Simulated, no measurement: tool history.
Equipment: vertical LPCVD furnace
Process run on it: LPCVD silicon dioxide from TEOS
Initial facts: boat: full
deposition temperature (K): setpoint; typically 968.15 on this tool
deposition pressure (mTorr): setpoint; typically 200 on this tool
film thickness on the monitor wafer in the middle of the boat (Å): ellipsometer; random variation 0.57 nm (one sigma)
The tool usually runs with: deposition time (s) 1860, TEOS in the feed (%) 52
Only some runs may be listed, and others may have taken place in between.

run     day  deposition temperature (K)  deposition pressure (mTorr)  deposition time (s)  TEOS in the feed (%)  wafers since the last listed run  hours since the last temperature calibration  hours since the pressure gauge was zeroed  hours since the TEOS flow controller was replaced  hours since the gauge calibration  read-back reference wafer on the same gauge, thickness  film thickness on the monitor wafer in the middle of the boat (Å)
  1       0                      976.15                          200                 1860                    52                                 0                                        1911.1                                     1591.7                                             6679.1                              264.3                                                  121.99                                                             1832.3
  2   0.892                      968.15                          200                 1860                    52                               245                                        1932.5                                     1613.1                                             6700.5                              285.7                                                  122.06                                                             1533.9
  3   1.438                      968.15                          200                 1860                    47                               150                                        1945.6                                     1626.2                                             6713.6                              298.8                                                  121.98                                                             1459.3
  4   2.038                      968.15                          200                 1860                    52                               165                                          1960                                     1640.6                                               6728                              313.2                                                  122.03                                                               1539
  5   3.329                      968.15                          200                 1860                    52                               356                                          1991                                     1671.6                                               6759                              344.2                                                  122.09                                                             1537.4
  6   3.988                      968.15                          225                 1860                    52                               181                                        2006.8                                     1687.4                                             6774.8                                360                                                     122                                                               1643
  7   4.812                      968.15                          225                 1860                    52                               227                                        2026.6                                     1707.2                                             6794.6                              379.8                                                  122.04                                                             1642.4
      6.188  -- thermocouples replaced and temperature profile calibrated
  8   6.208                      968.15                          200                 1860                    52                               109                                           0.5                                     1740.7                                             6828.1                              413.3                                                     122                                                             1370.9
  9   6.417                      968.15                          200                 1860                    52                                57                                           5.5                                     1745.7                                             6833.1                              418.3                                                  121.98                                                             1370.6
 10   6.921                      973.15                          200                 2070                    52                               139                                          17.6                                     1757.8                                             6845.2                              430.4                                                  121.95                                                             1718.9
 11   8.379                      968.15                          200                 1350                    52                               402                                          52.6                                     1792.8                                             6880.2                              465.4                                                     122                                                              996.6
 12   9.096                      968.15                          200                 1860                    52                               197                                          69.8                                       1810                                             6897.4                              482.6                                                     122                                                             1371.1
      9.796  -- gauge calibrated
     10.421  -- pressure gauge zeroed
 13  10.442                      978.15                          200                 1860                    49                                95                                         102.1                                        0.5                                             6929.7                               15.5                                                     122                                                             1676.4
     11.612  -- TEOS flow controller replaced
 14  11.633                      968.15                          165                 1860                    52                                52                                         130.7                                       29.1                                                0.5                               44.1                                                   121.9                                                             1240.4
 15  12.029                      968.15                          200                 1860                    52                               109                                         140.2                                       38.6                                                 10                               53.6                                                     122                                                             1371.3
 16  13.471                      968.15                          200                 1860                    52                               397                                         174.8                                       73.2                                               44.6                               88.2                                                  122.04                                                             1379.7
 17  14.317                      971.15                          200                 1860                    56                               233                                         195.1                                       93.5                                               64.9                              108.5                                                  121.92                                                               1528
 18  15.542                      959.15                          215                 2490                    52                               337                                         224.5                                      122.9                                               94.3                              137.9                                                  121.91                                                             1526.1
 19  16.221                      957.15                          175                 1590                    44                               187                                         240.8                                      139.2                                              110.6                              154.2                                                  122.01                                                              778.7
 20  16.725                      957.15                          180                 1380                    60                               139                                         252.9                                      151.3                                              122.7                              166.3                                                  121.96                                                              802.8
 21  17.325                      968.15                          165                 1860                    45                               165                                         267.3                                      165.7                                              137.1                              180.7                                                   121.9                                                             1151.8

Across each entry between runs, compare the hidden state at the last listed run before it with the hidden state at the first listed run after it:
Runs 7 to 8: thermocouples replaced and temperature profile calibrated (day 6.188)
  true tube temperature minus thermocouple reading, K: 5.06 -> 0.0911
  the result without the hidden state subtracted from the measured one, film thickness on the monitor wafer in the middle of the boat (Å): +183.2 -> +2.9
Runs 12 to 13: gauge calibrated (day 9.796); pressure gauge zeroed (day 10.421)
  true tube temperature minus thermocouple reading, K: 0.0966 -> 0.103
  the result without the hidden state subtracted from the measured one, film thickness on the monitor wafer in the middle of the boat (Å): +3.2 -> +3.9
Runs 13 to 14: TEOS flow controller replaced (day 11.612)
  true tube temperature minus thermocouple reading, K: 0.103 -> 0.11
  the result without the hidden state subtracted from the measured one, film thickness on the monitor wafer in the middle of the boat (Å): +3.9 -> +3.3
